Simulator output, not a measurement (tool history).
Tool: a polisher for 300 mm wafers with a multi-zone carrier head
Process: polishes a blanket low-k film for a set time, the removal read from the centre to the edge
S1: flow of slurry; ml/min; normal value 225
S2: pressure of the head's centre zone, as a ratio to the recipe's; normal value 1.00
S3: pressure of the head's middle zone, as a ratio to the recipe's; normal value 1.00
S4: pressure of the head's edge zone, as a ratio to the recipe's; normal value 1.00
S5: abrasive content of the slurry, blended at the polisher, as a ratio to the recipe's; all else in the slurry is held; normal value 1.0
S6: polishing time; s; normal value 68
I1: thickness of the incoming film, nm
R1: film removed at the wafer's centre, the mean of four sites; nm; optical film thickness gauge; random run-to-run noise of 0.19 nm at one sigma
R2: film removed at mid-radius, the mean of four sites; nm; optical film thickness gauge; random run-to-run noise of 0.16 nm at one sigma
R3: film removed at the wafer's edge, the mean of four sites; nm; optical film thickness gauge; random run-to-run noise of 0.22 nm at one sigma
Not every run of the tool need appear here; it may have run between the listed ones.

run,hour,S1,S2,S3,S4,S5,S6,I1,R1,R2,R3
1,0.0,225,1.00,1.00,1.00,1.0,68,654.3,25.0,24.1,23.1
# hour 0.7: worn pad replaced by a new one
2,13.2,225,1.00,1.00,1.00,1.0,68,657.6,24.9,24.0,23.0
3,27.6,225,1.03,1.00,1.00,1.0,68,650.9,25.6,24.5,22.9
4,41.2,225,1.03,1.00,1.00,1.0,68,650.4,25.7,24.3,22.6
5,52.6,225,1.00,1.00,1.00,1.0,68,654.6,25.6,24.0,23.0
6,60.1,225,1.00,0.94,1.00,1.0,68,663.8,25.0,23.6,22.8
# hour 74.6: carrier head's membrane replaced by a new one
7,75.1,225,1.00,1.00,1.06,1.0,68,651.1,25.1,24.5,23.1
# hour 77.3: centre zone pressure recalibrated
# hour 82.4: worn pad replaced by a new one
8,91.6,225,1.00,1.00,1.06,1.0,68,650.4,19.9,24.0,23.5
# hour 98.0: slurry nozzle cleaned
# hour 99.8: edge zone pressure recalibrated
9,101.2,255,0.89,1.00,1.00,1.0,54,650.5,14.1,19.4,18.1
10,109.5,225,1.00,1.00,1.00,1.0,68,645.0,20.0,24.3,22.7
# hour 122.6: centre zone pressure recalibrated, repeated, since the last time left the tool worse
11,123.1,280,1.05,1.08,1.00,1.3,68,646.6,28.9,30.6,27.6
12,136.0,225,1.00,1.00,1.00,1.0,68,655.5,23.5,24.1,22.8
13,149.1,265,1.00,1.00,1.00,0.8,56,658.2,15.8,16.5,15.4
14,160.4,300,0.95,1.00,1.00,1.0,77,650.0,26.1,27.8,26.4
# hour 172.2: worn pad replaced by a new one
15,175.3,225,1.07,1.00,1.00,1.0,47,650.7,17.6,16.9,16.2
16,190.5,225,1.11,1.00,1.00,1.2,68,663.7,29.6,27.5,26.0
17,197.1,225,1.00,1.00,1.00,1.0,68,647.4,24.0,23.8,22.7

What if the next run were any one of these 4? Each begins from the tool's condition after run 17:
A,197.6,225,1.00,1.05,1.00,1.0,68,649.9,?,?,?
B,197.6,255,1.00,0.96,1.00,1.0,68,649.9,?,?,?
C,197.6,225,1.00,1.05,1.00,0.8,68,649.9,?,?,?
D,197.6,225,1.00,0.95,1.00,1.0,68,649.9,?,?,?

run,R1,R2,R3
A,24.1,24.7,22.6
B,24.4,24.0,22.9
C,19.5,20.0,18.3
D,24.1,23.6,22.6
With no hidden state in the tool, these same runs would have given:
run,R1,R2,R3
A,23.4,24.7,22.6
B,23.8,24.0,22.9
C,19.0,20.0,18.3
D,23.4,23.6,22.6
